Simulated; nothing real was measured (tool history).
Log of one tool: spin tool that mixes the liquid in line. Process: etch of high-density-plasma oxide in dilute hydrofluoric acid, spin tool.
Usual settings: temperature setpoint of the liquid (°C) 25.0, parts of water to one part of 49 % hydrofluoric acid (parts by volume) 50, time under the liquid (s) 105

run	hour	temperature setpoint of the liquid (°C)	parts of water to one part of 49 % hydrofluoric acid (parts by volume)	time under the liquid (s)	wafers since the last listed run	hours since the thermometer was replaced	hours since the hydrofluoric acid flow meter was replaced	hours since the gauge calibration	read-back film thickness of the high-density-plasma oxide reference wafer, read on the same gauge (nm)	thickness taken off the high-density-plasma oxide on a monitor wafer (nm)
1	0.0	25.0	50	70	0	1366.1	898.2	746.9	99.98	7.93
2	29.1	25.0	50	70	343	1395.2	927.3	776.0	100.00	7.91
# hour 32.9: gauge calibrated
3	57.6	25.0	50	70	336	1423.7	955.8	24.7	100.00	7.94
4	119.3	25.0	50	155	728	1485.4	1017.5	86.4	99.99	17.56
5	270.3	25.0	50	155	1784	1636.4	1168.5	237.4	100.00	17.47
6	322.8	25.0	50	155	620	1688.9	1221.0	289.9	100.01	17.50
7	368.0	28.0	40	105	534	1734.1	1266.2	335.1	100.00	16.74
8	435.0	28.0	40	105	791	1801.1	1333.2	402.1	99.99	16.94
9	487.2	28.0	40	105	616	1853.3	1385.4	454.3	99.99	16.79
10	522.8	29.0	50	105	420	1888.9	1421.0	489.9	100.01	13.86
11	564.0	27.0	45	105	486	1930.1	1462.2	531.1	100.02	14.11
12	601.4	27.0	45	105	441	1967.5	1499.6	568.5	100.00	14.29
# hour 628.5: hydrofluoric acid flow meter replaced
13	636.2	27.0	45	105	399	2002.3	7.7	603.3	100.00	14.97
14	668.6	25.0	50	105	382	2034.7	40.1	635.7	100.02	12.32
15	693.9	25.0	70	105	298	2060.0	65.4	661.0	100.01	8.59
16	719.2	25.0	50	105	298	2085.3	90.7	686.3	100.00	12.35
# hour 754.8: thermometer replaced
17	788.1	22.0	50	135	802	33.3	159.6	755.2	100.01	13.88

Run 18 comes next. What will it give?
18	814.9	29.5	70	150	316	60.1	186.4	782.0	?	?

read-back film thickness of the high-density-plasma oxide reference wafer, read on the same gauge (nm): 100.00
thickness taken off the high-density-plasma oxide on a monitor wafer (nm): 14.62
Without the tool's hidden state the same run would have given thickness taken off the high-density-plasma oxide on a monitor wafer (nm) 14.77.

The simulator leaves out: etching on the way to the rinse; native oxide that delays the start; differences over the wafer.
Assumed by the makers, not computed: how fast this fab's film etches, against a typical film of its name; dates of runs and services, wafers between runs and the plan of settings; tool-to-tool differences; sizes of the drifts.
